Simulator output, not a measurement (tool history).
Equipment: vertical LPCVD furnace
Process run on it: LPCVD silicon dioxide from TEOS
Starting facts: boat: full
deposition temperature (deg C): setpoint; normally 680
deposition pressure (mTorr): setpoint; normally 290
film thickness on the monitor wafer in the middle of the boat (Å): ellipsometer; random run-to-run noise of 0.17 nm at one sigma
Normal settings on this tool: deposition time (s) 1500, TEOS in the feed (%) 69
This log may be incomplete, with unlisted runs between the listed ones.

run	hour	deposition temperature (deg C)	deposition pressure (mTorr)	deposition time (s)	TEOS in the feed (%)	read-back reference wafer on the same gauge, thickness	film thickness on the monitor wafer in the middle of the boat (Å)
1	0.0	680	290	1500	69	122.00	1210.6
2	12.3	680	290	1500	69	122.10	1210.3
3	39.4	680	290	1500	69	121.94	1213.2
4	53.7	680	290	1500	75	122.04	1265.3
5	65.8	680	290	1500	75	122.00	1264.1
6	97.4	680	290	1500	69	121.97	1211.6
7	132.7	680	290	1500	69	122.03	1212.0
8	165.4	680	290	1500	69	121.97	1210.6
# hour 206.5: gauge calibrated
# hour 218.8: TEOS flow controller replaced
# hour 269.5: pressure gauge zeroed
9	270.0	680	290	1500	69	122.02	1212.9
10	279.4	680	290	1500	69	121.94	1212.0
11	305.9	680	290	1500	80	121.97	1304.1
12	332.1	680	290	1500	69	122.03	1215.3
13	350.8	686	240	1500	69	122.05	1273.0
# hour 385.4: thermocouples replaced and temperature profile calibrated
14	385.9	685	250	1500	80	122.04	1298.4
15	434.2	687	265	1710	60	121.99	1385.7
16	451.9	691	325	1950	69	122.07	2069.0
17	470.3	691	360	1500	60	121.96	1562.9
# hour 473.8: gauge calibrated
18	493.7	688	290	1500	69	121.91	1399.5
19	514.0	680	290	1500	69	121.92	1156.2
20	536.4	671	320	1500	69	122.07	973.7
21	567.1	689	355	1980	69	121.93	2097.2

4 ways to go on from here, each from the tool as it stands after run 21. What would each give?
A	571.2	680	355	1500	69	?	?
B	571.2	685	235	1500	56	?	?
C	571.2	680	245	1680	65	?	?
D	571.2	680	350	1500	69	?	?

run	read-back reference wafer on the same gauge, thickness	film thickness on the monitor wafer in the middle of the boat (Å)
A	121.96	1280.9
B	121.96	1059.1
C	121.96	1156.8
D	121.96	1271.9
With the hidden condition removed and each run's random variation left untouched, the same runs would have given:
run	film thickness on the monitor wafer in the middle of the boat (Å)
A	1261.3
B	1043.1
C	1139.0
D	1252.4

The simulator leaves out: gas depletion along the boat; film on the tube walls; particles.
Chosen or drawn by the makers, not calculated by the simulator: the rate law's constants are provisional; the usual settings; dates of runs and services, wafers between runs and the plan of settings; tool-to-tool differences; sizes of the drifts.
